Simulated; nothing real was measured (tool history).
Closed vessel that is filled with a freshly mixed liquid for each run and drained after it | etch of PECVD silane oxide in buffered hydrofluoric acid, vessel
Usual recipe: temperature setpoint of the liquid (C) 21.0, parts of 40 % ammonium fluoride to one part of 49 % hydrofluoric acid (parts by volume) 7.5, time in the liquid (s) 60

run	hour	temperature setpoint of the liquid (C)	parts of 40 % ammonium fluoride to one part of 49 % hydrofluoric acid (parts by volume)	time in the liquid (s)	read-back film thickness of the PECVD silane oxide reference wafer, read on the same gauge (nm)	thickness taken off the PECVD silane oxide on a monitor wafer (angstrom)
1	0.0	19.5	7.5	50	110.02	2138.1
2	15.7	21.0	7.5	60	110.00	2837.0
3	27.2	21.0	5.0	60	109.99	4049.1
4	38.5	21.0	5.0	60	110.01	4043.1
5	72.4	21.0	5.0	60	109.98	4023.5
6	90.4	21.0	7.5	75	110.01	3499.5
7	101.2	21.0	7.5	75	110.02	3491.9
8	112.5	21.0	7.5	75	109.98	3512.0
9	120.8	21.0	7.5	60	109.99	2791.5
10	135.9	21.0	7.5	60	109.98	2799.0
# hour 141.6: gauge calibrated
11	148.6	21.0	6.0	60	110.01	3465.3
12	157.5	21.0	7.5	60	110.01	2785.0
13	169.5	19.5	7.5	40	110.00	1710.6
14	180.8	21.0	5.0	60	110.00	3992.7
15	187.4	21.0	7.5	60	110.00	2794.5
# hour 195.0: hydrofluoric acid flow meter replaced
16	195.5	17.0	9.5	30	110.02	881.9
17	205.2	21.0	7.5	60	110.02	2753.1
18	217.6	21.0	7.5	60	110.00	2790.1
# hour 229.0: thermometer replaced
19	234.8	21.0	7.5	60	110.00	2583.3
20	279.5	23.5	6.0	50	110.03	3048.1
21	307.0	22.5	7.5	60	110.01	2804.3
# hour 317.6: thermometer replaced, repeated, since the last time left the tool worse
22	321.0	21.0	10.5	60	110.02	2255.2
23	336.7	21.0	7.5	60	109.99	3070.0
24	346.2	26.0	8.5	45	110.01	2662.0
25	359.8	22.5	8.5	60	109.99	2913.6
26	366.5	21.0	7.5	35	110.00	1790.7
27	376.5	17.5	5.0	35	110.02	2118.1
28	390.3	19.5	7.5	50	110.01	2348.1
29	401.3	23.5	7.5	85	110.00	4987.0
30	414.9	21.0	7.5	60	109.99	3068.5
31	422.4	18.0	8.5	50	110.00	1892.4

Some steps in thickness taken off the PECVD silane oxide on a monitor wafer (angstrom), run to run, broken into two amounts with sign: the step expected even without the hidden condition (settings, incoming material, random variation), and the rest, left for the hidden condition together with whatever gauge scatter is not in both the measured and the hidden-condition-free result:
Hidden conditions of the tool in this case: liquid colder than its thermometer reads (K); hydrofluoric acid flow below the setpoint (%); gauge reads high (%).
Run 13 -> 14: temperature setpoint of the liquid (C) 19.5 -> 21.0, parts of 40 % ammonium fluoride to one part of 49 % hydrofluoric acid (parts by volume) 7.5 -> 5.0, time in the liquid (s) 40 -> 60. thickness taken off the PECVD silane oxide on a monitor wafer (angstrom) +2282.1: hidden state -248.2, all else +2530.3.
Run 15 -> 16: temperature setpoint of the liquid (C) 21.0 -> 17.0, parts of 40 % ammonium fluoride to one part of 49 % hydrofluoric acid (parts by volume) 7.5 -> 9.5, time in the liquid (s) 60 -> 30, hydrofluoric acid flow meter replaced. thickness taken off the PECVD silane oxide on a monitor wafer (angstrom) -1912.6: hidden state +207.8, all else -2120.4.
Run 21 -> 22: temperature setpoint of the liquid (C) 22.5 -> 21.0, parts of 40 % ammonium fluoride to one part of 49 % hydrofluoric acid (parts by volume) 7.5 -> 10.5, thermometer replaced, repeated, since the last time left the tool worse. thickness taken off the PECVD silane oxide on a monitor wafer (angstrom) -549.1: hidden state +551.1, all else -1100.2.
Run 28 -> 29: temperature setpoint of the liquid (C) 19.5 -> 23.5, time in the liquid (s) 50 -> 85. thickness taken off the PECVD silane oxide on a monitor wafer (angstrom) +2638.9: hidden state -14.0, all else +2652.9.
Run 29 -> 30: temperature setpoint of the liquid (C) 23.5 -> 21.0, time in the liquid (s) 85 -> 60. thickness taken off the PECVD silane oxide on a monitor wafer (angstrom) -1918.5: hidden state +7.5, all else -1926.0.
